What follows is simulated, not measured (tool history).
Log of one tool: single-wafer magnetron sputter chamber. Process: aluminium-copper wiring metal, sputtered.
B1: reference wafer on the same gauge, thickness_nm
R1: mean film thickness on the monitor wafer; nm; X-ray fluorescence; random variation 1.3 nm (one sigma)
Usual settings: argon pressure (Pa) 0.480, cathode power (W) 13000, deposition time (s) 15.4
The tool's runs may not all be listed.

run 1 day=0.000 | argon_pressure_(Pa)=0.480 cathode_power_(W)=13000 deposition_time_(s)=15.4 | B1=363.234 | R1=311.233
run 2 day=0.388 | argon_pressure_(Pa)=0.480 cathode_power_(W)=13000 deposition_time_(s)=15.4 | B1=363.091 | R1=312.422
run 3 day=0.950 | argon_pressure_(Pa)=0.480 cathode_power_(W)=13000 deposition_time_(s)=15.4 | B1=362.944 | R1=310.810
run 4 day=1.238 | argon_pressure_(Pa)=0.480 cathode_power_(W)=13000 deposition_time_(s)=15.4 | B1=362.949 | R1=310.639
run 5 day=2.346 | argon_pressure_(Pa)=0.480 cathode_power_(W)=12100 deposition_time_(s)=15.4 | B1=363.149 | R1=297.480
run 6 day=2.950 | argon_pressure_(Pa)=0.480 cathode_power_(W)=12100 deposition_time_(s)=15.4 | B1=362.445 | R1=298.568
-- day=3.933 capacitance manometer re-zeroed and calibrated
-- day=3.938 sputter target and shields replaced
-- day=4.338 gauge calibrated
-- day=4.433 magnet pack replaced
run 7 day=4.454 | argon_pressure_(Pa)=0.480 cathode_power_(W)=12100 deposition_time_(s)=15.4 | B1=362.762 | R1=297.128
run 8 day=4.938 | argon_pressure_(Pa)=0.480 cathode_power_(W)=13000 deposition_time_(s)=14.5 | B1=362.792 | R1=294.095
run 9 day=5.371 | argon_pressure_(Pa)=0.480 cathode_power_(W)=13000 deposition_time_(s)=14.1 | B1=362.886 | R1=286.102
run 10 day=5.688 | argon_pressure_(Pa)=0.409 cathode_power_(W)=15650 deposition_time_(s)=14.4 | B1=363.224 | R1=336.884
run 11 day=6.254 | argon_pressure_(Pa)=0.480 cathode_power_(W)=11700 deposition_time_(s)=15.4 | B1=363.188 | R1=292.002
run 12 day=6.912 | argon_pressure_(Pa)=0.642 cathode_power_(W)=13000 deposition_time_(s)=15.4 | B1=363.166 | R1=292.519
run 13 day=7.471 | argon_pressure_(Pa)=0.626 cathode_power_(W)=15200 deposition_time_(s)=17.3 | B1=363.024 | R1=360.290
run 14 day=8.088 | argon_pressure_(Pa)=0.567 cathode_power_(W)=11750 deposition_time_(s)=17.2 | B1=363.108 | R1=317.545
run 15 day=8.742 | argon_pressure_(Pa)=0.480 cathode_power_(W)=13000 deposition_time_(s)=15.4 | B1=363.203 | R1=310.376
run 16 day=9.050 | argon_pressure_(Pa)=0.585 cathode_power_(W)=13000 deposition_time_(s)=12.4 | B1=362.891 | R1=239.312
run 17 day=9.300 | argon_pressure_(Pa)=0.480 cathode_power_(W)=13000 deposition_time_(s)=15.4 | B1=363.353 | R1=310.668
run 18 day=9.762 | argon_pressure_(Pa)=0.565 cathode_power_(W)=13000 deposition_time_(s)=15.4 | B1=362.723 | R1=301.047

The tool's hidden state at each run:
deposition rate above that of a new target (%): 0 in every run
true argon pressure above the setpoint (%): 0 in every run
gauge reads high (%): 0 in every run
